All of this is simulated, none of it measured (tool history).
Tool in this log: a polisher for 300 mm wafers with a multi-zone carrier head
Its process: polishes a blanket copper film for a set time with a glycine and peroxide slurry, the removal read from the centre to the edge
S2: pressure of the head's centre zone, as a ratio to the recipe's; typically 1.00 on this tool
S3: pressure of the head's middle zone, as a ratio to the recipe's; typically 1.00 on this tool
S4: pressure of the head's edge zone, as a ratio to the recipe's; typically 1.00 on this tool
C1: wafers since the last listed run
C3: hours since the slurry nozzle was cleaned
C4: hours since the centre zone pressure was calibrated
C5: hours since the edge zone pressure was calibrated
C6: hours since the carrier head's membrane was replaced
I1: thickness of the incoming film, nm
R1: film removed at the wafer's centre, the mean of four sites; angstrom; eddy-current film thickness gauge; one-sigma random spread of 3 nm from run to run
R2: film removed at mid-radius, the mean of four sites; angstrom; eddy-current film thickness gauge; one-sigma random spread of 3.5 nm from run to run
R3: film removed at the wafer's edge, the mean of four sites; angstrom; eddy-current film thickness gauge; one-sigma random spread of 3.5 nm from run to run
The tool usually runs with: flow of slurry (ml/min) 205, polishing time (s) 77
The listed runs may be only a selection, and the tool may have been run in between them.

Run 1, hour 0.0: usual settings; C1 0; wafers polished on this pad 534; C3 332.4; C4 290.8; C5 318.4; C6 1546.7; I1 2356.7. Result: R1 2786 angstrom, R2 2793 angstrom, R3 2901 angstrom.
At hour 7.2: centre zone pressure recalibrated.
Run 2, hour 62.6: usual settings; C1 497; wafers polished on this pad 1031; C3 395.0; C4 55.4; C5 381.0; C6 1609.3; I1 2397.8. Result: R1 2686 angstrom, R2 2720 angstrom, R3 2700 angstrom.
At hour 102.9: worn pad replaced by a new one.
Run 3, hour 134.4: usual settings; C1 556; wafers polished on this pad 258; C3 466.8; C4 127.2; C5 452.8; C6 1681.1; I1 2350.0. Result: R1 2844 angstrom, R2 2920 angstrom, R3 2926 angstrom.
At hour 148.7: slurry nozzle cleaned.
Run 4, hour 179.8: usual settings; C1 364; wafers polished on this pad 622; C3 31.1; C4 172.6; C5 498.2; C6 1726.5; I1 2356.4. Result: R1 2819 angstrom, R2 2827 angstrom, R3 2870 angstrom.
Run 5, hour 209.7: usual settings; C1 245; wafers polished on this pad 867; C3 61.0; C4 202.5; C5 528.1; C6 1756.4; I1 2375.7. Result: R1 2746 angstrom, R2 2747 angstrom, R3 2856 angstrom.
Run 6, hour 243.4: usual settings; C1 276; wafers polished on this pad 1144; C3 94.7; C4 236.2; C5 561.8; C6 1790.1; I1 2341.9. Result: R1 2677 angstrom, R2 2683 angstrom, R3 2751 angstrom.
At hour 293.4: centre zone pressure recalibrated.
At hour 301.8: worn pad replaced by a new one, of another model than before.
Run 7, hour 313.2: usual settings; C1 523; wafers polished on this pad 93; C3 164.5; C4 19.8; C5 631.6; C6 1859.9; I1 2353.0. Result: R1 2889 angstrom, R2 2939 angstrom, R3 3004 angstrom.
Run 8, hour 347.1: usual settings; C1 278; wafers polished on this pad 371; C3 198.4; C4 53.7; C5 665.5; C6 1893.8; I1 2366.4. Result: R1 2866 angstrom, R2 2948 angstrom, R3 2953 angstrom.
At hour 361.8: edge zone pressure recalibrated.
Run 9, hour 387.9: usual settings; C1 318; wafers polished on this pad 690; C3 239.2; C4 94.5; C5 26.1; C6 1934.6; I1 2352.9. Result: R1 2851 angstrom, R2 2845 angstrom, R3 2896 angstrom.
At hour 393.7: carrier head's membrane replaced by a new one.
Run 10, hour 434.8: usual settings; C1 343; wafers polished on this pad 1033; C3 286.1; C4 141.4; C5 73.0; C6 41.1; I1 2383.9. Result: R1 2648 angstrom, R2 2736 angstrom, R3 2812 angstrom.
Run 11, hour 485.3: usual settings; C1 414; wafers polished on this pad 1448; C3 336.6; C4 191.9; C5 123.5; C6 91.6; I1 2354.8. Result: R1 2560 angstrom, R2 2578 angstrom, R3 2683 angstrom.
At hour 491.5: worn pad replaced by a new one.
Run 12, hour 533.5: usual settings but S2 0.96, polishing time (s) 66; C1 362; wafers polished on this pad 344; C3 384.8; C4 240.1; C5 171.7; C6 139.8; I1 2384.2. Result: R1 2413 angstrom, R2 2428 angstrom, R3 2549 angstrom.
Run 13, hour 570.3: usual settings but polishing time (s) 69; C1 301; wafers polished on this pad 646; C3 421.6; C4 276.9; C5 208.5; C6 176.6; I1 2347.1. Result: R1 2477 angstrom, R2 2504 angstrom, R3 2581 angstrom.
At hour 576.6: slurry nozzle cleaned.
Run 14, hour 624.8: usual settings but flow of slurry (ml/min) 265, S3 1.06, S4 0.92; C1 438; wafers polished on this pad 1085; C3 48.2; C4 331.4; C5 263.0; C6 231.1; I1 2364.4. Result: R1 2724 angstrom, R2 2873 angstrom, R3 2650 angstrom.
At hour 628.0: centre zone pressure recalibrated.
Run 15, hour 677.5: usual settings but S2 0.95, S3 0.96; C1 415; wafers polished on this pad 1501; C3 100.9; C4 49.5; C5 315.7; C6 283.8; I1 2333.3. Result: R1 2416 angstrom, R2 2389 angstrom, R3 2549 angstrom.
At hour 692.1: worn pad replaced by a new one.
Run 16, hour 720.7: usual settings; C1 321; wafers polished on this pad 234; C3 144.1; C4 92.7; C5 358.9; C6 327.0; I1 2394.9. Result: R1 2905 angstrom, R2 2922 angstrom, R3 2971 angstrom.
Run 17, hour 757.2: usual settings; C1 299; wafers polished on this pad 533; C3 180.6; C4 129.2; C5 395.4; C6 363.5; I1 2336.5. Result: R1 2828 angstrom, R2 2861 angstrom, R3 2874 angstrom.
Run 18, hour 802.4: usual settings but flow of slurry (ml/min) 250, S4 1.08, polishing time (s) 93; C1 370; wafers polished on this pad 904; C3 225.8; C4 174.4; C5 440.6; C6 408.7; I1 2339.8. Result: R1 3368 angstrom, R2 3436 angstrom, R3 3522 angstrom.
Run 19, hour 869.6: usual settings but S2 1.08, S3 1.07, S4 0.96, polishing time (s) 100; C1 551; wafers polished on this pad 1455; C3 293.0; C4 241.6; C5 507.8; C6 475.9; I1 2349.0. Result: R1 3506 angstrom, R2 3535 angstrom, R3 3371 angstrom.
At hour 893.6: worn pad replaced by a new one.
Run 20, hour 917.8: usual settings but S2 1.08, S3 1.12, S4 1.03, polishing time (s) 67; C1 362; wafers polished on this pad 198; C3 341.2; C4 289.8; C5 556.0; C6 524.1; I1 2352.7. Result: R1 2654 angstrom, R2 2826 angstrom, R3 2580 angstrom.

Below, some changes in R1 between adjacent runs. For each, the amount present without the hidden state too (settings, incoming material, random variation) and the amount remaining for the hidden state with gauge scatter not shared by both compared results:
The tool's hidden condition here consists of: removal rate lost through wear of the pad, %; slurry flow missing at the pad, %; deviation of the centre zone's pressure from its setpoint, %; deviation of the edge zone's pressure from its setpoint, %.
Run 15 -> 16: S2 0.95 -> 1.00, S3 0.96 -> 1.00, worn pad replaced by a new one. R1 +489 angstrom: hidden state +358, all else +131.
Run 17 -> 18: flow of slurry (ml/min) 205 -> 250, S4 1.00 -> 1.08, polishing time (s) 77 -> 93. R1 +540 angstrom: hidden state -115, all else +655.
Run 19 -> 20: S3 1.07 -> 1.12, S4 0.96 -> 1.03, polishing time (s) 100 -> 67, worn pad replaced by a new one. R1 -852 angstrom: hidden state +453, all else -1305.
